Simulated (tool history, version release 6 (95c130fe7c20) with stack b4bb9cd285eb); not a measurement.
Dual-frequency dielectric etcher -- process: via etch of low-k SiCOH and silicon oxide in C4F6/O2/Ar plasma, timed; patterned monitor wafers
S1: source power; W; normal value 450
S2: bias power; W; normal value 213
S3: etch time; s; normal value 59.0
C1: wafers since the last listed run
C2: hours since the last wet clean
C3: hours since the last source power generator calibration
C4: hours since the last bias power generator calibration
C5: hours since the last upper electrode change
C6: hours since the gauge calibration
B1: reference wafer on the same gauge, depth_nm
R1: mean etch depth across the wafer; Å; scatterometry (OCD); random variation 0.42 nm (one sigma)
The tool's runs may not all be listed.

run 1 hour=0.0 | S1=450 S2=213 S3=59.0 | C1=0 C2=290.8 C3=3171.5 C4=1793.1 C5=5186.4 C6=147.3 | B1=228.1 | R1=1931
run 2 hour=94.5 | S1=450 S2=213 S3=59.0 | C1=1316 C2=385.3 C3=3266.0 C4=1887.6 C5=5280.9 C6=241.8 | B1=228.0 | R1=1925
-- hour=153.1 wet clean of the chamber
run 3 hour=171.8 | S1=450 S2=193 S3=53.0 | C1=742 C2=18.7 C3=3343.3 C4=1964.9 C5=5358.2 C6=319.1 | B1=228.0 | R1=1692
run 4 hour=260.4 | S1=450 S2=193 S3=53.0 | C1=1234 C2=107.3 C3=3431.9 C4=2053.5 C5=5446.8 C6=407.7 | B1=228.0 | R1=1680
run 5 hour=354.5 | S1=450 S2=193 S3=53.0 | C1=1311 C2=201.4 C3=3526.0 C4=2147.6 C5=5540.9 C6=501.8 | B1=228.1 | R1=1670
-- hour=405.3 gauge calibrated
-- hour=437.4 bias power generator calibrated
run 6 hour=449.2 | S1=450 S2=228 S3=59.0 | C1=1264 C2=296.1 C3=3620.7 C4=11.8 C5=5635.6 C6=43.9 | B1=227.9 | R1=1976
-- hour=509.0 source power generator calibrated
run 7 hour=523.7 | S1=450 S2=213 S3=59.0 | C1=982 C2=370.6 C3=14.7 C4=86.3 C5=5710.1 C6=118.4 | B1=228.1 | R1=1960
run 8 hour=575.2 | S1=450 S2=213 S3=59.0 | C1=717 C2=422.1 C3=66.2 C4=137.8 C5=5761.6 C6=169.9 | B1=228.1 | R1=1958
-- hour=615.6 wet clean of the chamber
run 9 hour=622.9 | S1=450 S2=235 S3=43.5 | C1=330 C2=7.3 C3=113.9 C4=185.5 C5=5809.3 C6=217.6 | B1=227.9 | R1=1512
run 10 hour=691.6 | S1=450 S2=213 S3=59.0 | C1=957 C2=76.0 C3=182.6 C4=254.2 C5=5878.0 C6=286.3 | B1=227.9 | R1=1982
-- hour=755.6 upper electrode replaced
run 11 hour=757.2 | S1=370 S2=168 S3=51.0 | C1=579 C2=141.6 C3=248.2 C4=319.8 C5=1.6 C6=351.9 | B1=228.0 | R1=1422
run 12 hour=802.4 | S1=450 S2=213 S3=59.0 | C1=629 C2=186.8 C3=293.4 C4=365.0 C5=46.8 C6=397.1 | B1=228.0 | R1=1961
run 13 hour=875.2 | S1=450 S2=161 S3=59.0 | C1=1014 C2=259.6 C3=366.2 C4=437.8 C5=119.6 C6=469.9 | B1=228.0 | R1=1766
run 14 hour=942.3 | S1=480 S2=171 S3=71.5 | C1=935 C2=326.7 C3=433.3 C4=504.9 C5=186.7 C6=537.0 | B1=228.0 | R1=2255
-- hour=957.8 gauge calibrated
-- hour=1024.4 wet clean of the chamber
run 15 hour=1026.8 | S1=450 S2=179 S3=46.5 | C1=843 C2=2.4 C3=517.8 C4=589.4 C5=271.2 C6=69.0 | B1=227.9 | R1=1465
run 16 hour=1079.6 | S1=400 S2=191 S3=46.5 | C1=735 C2=55.2 C3=570.6 C4=642.2 C5=324.0 C6=121.8 | B1=228.0 | R1=1409
run 17 hour=1181.7 | S1=450 S2=213 S3=59.0 | C1=1422 C2=157.3 C3=672.7 C4=744.3 C5=426.1 C6=223.9 | B1=228.0 | R1=1968

Predict each of these 4 candidate next runs independently; none follows another, all start after run 17:
run A hour=1182.1 | S1=450 S2=213 S3=50.5 | C1=5 C2=157.7 C3=673.1 C4=744.7 C5=426.5 C6=224.3 | B1=? | R1=?
run B hour=1182.1 | S1=380 S2=241 S3=72.0 | C1=5 C2=157.7 C3=673.1 C4=744.7 C5=426.5 C6=224.3 | B1=? | R1=?
run C hour=1182.1 | S1=450 S2=194 S3=43.5 | C1=5 C2=157.7 C3=673.1 C4=744.7 C5=426.5 C6=224.3 | B1=? | R1=?
run D hour=1182.1 | S1=390 S2=175 S3=53.5 | C1=5 C2=157.7 C3=673.1 C4=744.7 C5=426.5 C6=224.3 | B1=? | R1=?

run=A B1=228.1 R1=1678
run=B B1=228.1 R1=2309
run=C B1=228.1 R1=1396
run=D B1=228.1 R1=1541
With the hidden condition removed and each run's random variation left untouched, the same runs would have given:
run=A R1=1698
run=B R1=2337
run=C R1=1413
run=D R1=1560

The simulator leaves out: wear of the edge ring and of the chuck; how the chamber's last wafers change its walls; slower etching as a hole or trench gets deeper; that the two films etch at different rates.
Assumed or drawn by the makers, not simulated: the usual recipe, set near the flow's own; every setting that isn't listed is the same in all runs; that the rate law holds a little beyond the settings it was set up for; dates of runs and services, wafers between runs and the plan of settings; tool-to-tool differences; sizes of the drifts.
